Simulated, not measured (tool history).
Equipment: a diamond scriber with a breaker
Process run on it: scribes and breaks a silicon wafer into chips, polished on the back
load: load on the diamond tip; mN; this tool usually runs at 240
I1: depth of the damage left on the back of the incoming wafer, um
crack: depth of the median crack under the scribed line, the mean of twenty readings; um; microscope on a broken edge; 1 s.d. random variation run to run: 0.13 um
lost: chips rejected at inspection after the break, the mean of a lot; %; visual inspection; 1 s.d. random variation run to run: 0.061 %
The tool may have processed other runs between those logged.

{"run": 1, "day": 0.0, "load": 284, "I1": 0.05, "crack": 8.7, "lost": 3.19}
{"run": 2, "day": 2.946, "load": 275, "I1": 0.02, "crack": 8.29, "lost": 2.56}
{"run": 3, "day": 4.538, "load": 275, "I1": 0.02, "crack": 8.12, "lost": 2.95}
{"run": 4, "day": 7.533, "load": 275, "I1": 0.04, "crack": 8.48, "lost": 2.56}
{"run": 5, "day": 9.829, "load": 258, "I1": 0.04, "crack": 8.18, "lost": 1.42}
{"run": 6, "day": 10.938, "load": 258, "I1": 0.03, "crack": 7.93, "lost": 1.39}
{"run": 7, "day": 12.604, "load": 240, "I1": 0.04, "crack": 7.25, "lost": 1.01}
{"run": 8, "day": 13.888, "load": 240, "I1": 0.03, "crack": 7.42, "lost": 0.93}
{"run": 9, "day": 15.588, "load": 240, "I1": 0.04, "crack": 7.52, "lost": 1.03}
{"run": 10, "day": 17.683, "load": 240, "I1": 0.03, "crack": 7.62, "lost": 1.03}
{"run": 11, "day": 20.021, "load": 240, "I1": 0.03, "crack": 7.51, "lost": 0.99}
{"run": 12, "day": 21.258, "load": 240, "I1": 0.04, "crack": 7.54, "lost": 0.99}
{"day": 28.542, "done": "diamond tip replaced by a new one"}
{"run": 13, "day": 28.933, "load": 240, "I1": 0.02, "crack": 7.62, "lost": 0.96}
{"run": 14, "day": 31.642, "load": 240, "I1": 0.04, "crack": 7.34, "lost": 0.9}
{"run": 15, "day": 33.092, "load": 240, "I1": 0.02, "crack": 7.44, "lost": 1.02}
{"run": 16, "day": 35.621, "load": 305, "I1": 0.01, "crack": 8.97, "lost": 5.73}
{"run": 17, "day": 38.317, "load": 260, "I1": 0.04, "crack": 7.8, "lost": 1.49}
{"run": 18, "day": 40.858, "load": 286, "I1": 0.04, "crack": 8.37, "lost": 3.62}
{"run": 19, "day": 42.617, "load": 189, "I1": 0.03, "crack": 6.33, "lost": 5.4}
{"run": 20, "day": 44.042, "load": 289, "I1": 0.02, "crack": 8.51, "lost": 3.56}
{"run": 21, "day": 45.729, "load": 205, "I1": 0.02, "crack": 6.66, "lost": 2.94}
{"day": 47.933, "done": "load on the tip recalibrated"}
{"run": 22, "day": 48.471, "load": 206, "I1": 0.03, "crack": 6.8, "lost": 3.14}
{"run": 23, "day": 51.4, "load": 207, "I1": 0.04, "crack": 6.58, "lost": 3}
{"run": 24, "day": 52.888, "load": 240, "I1": 0.02, "crack": 7.61, "lost": 1.01}
{"run": 25, "day": 54.775, "load": 240, "I1": 0.01, "crack": 7.5, "lost": 1.13}
{"run": 26, "day": 57.121, "load": 240, "I1": 0.04, "crack": 7.57, "lost": 1.09}
{"run": 27, "day": 58.958, "load": 240, "I1": 0.03, "crack": 7.56, "lost": 1.16}
{"run": 28, "day": 60.575, "load": 259, "I1": 0.02, "crack": 8.02, "lost": 1.52}
{"run": 29, "day": 62.75, "load": 268, "I1": 0.03, "crack": 8.26, "lost": 2.21}
{"run": 30, "day": 64.375, "load": 214, "I1": 0.05, "crack": 6.97, "lost": 2.04}
{"run": 31, "day": 66.117, "load": 194, "I1": 0.02, "crack": 6.37, "lost": 4.57}

Consider 3 possible next runs. They are alternatives, not a sequence: every one starts from the tool as it was left by run 31. What does each give?
{"run": "A", "day": 66.146, "load": 310, "I1": 0.05, "crack": "?", "lost": "?"}
{"run": "B", "day": 66.146, "load": 198, "I1": 0.05, "crack": "?", "lost": "?"}
{"run": "C", "day": 66.146, "load": 192, "I1": 0.05, "crack": "?", "lost": "?"}

run=A crack=9.18 lost=6.22
run=B crack=6.65 lost=4.08
run=C crack=6.5 lost=5.15
With the hidden condition removed and each run's random variation left untouched, the same runs would have given:
run=A crack=9.18 lost=6.22
run=B crack=6.65 lost=4.08
run=C crack=6.5 lost=5.15
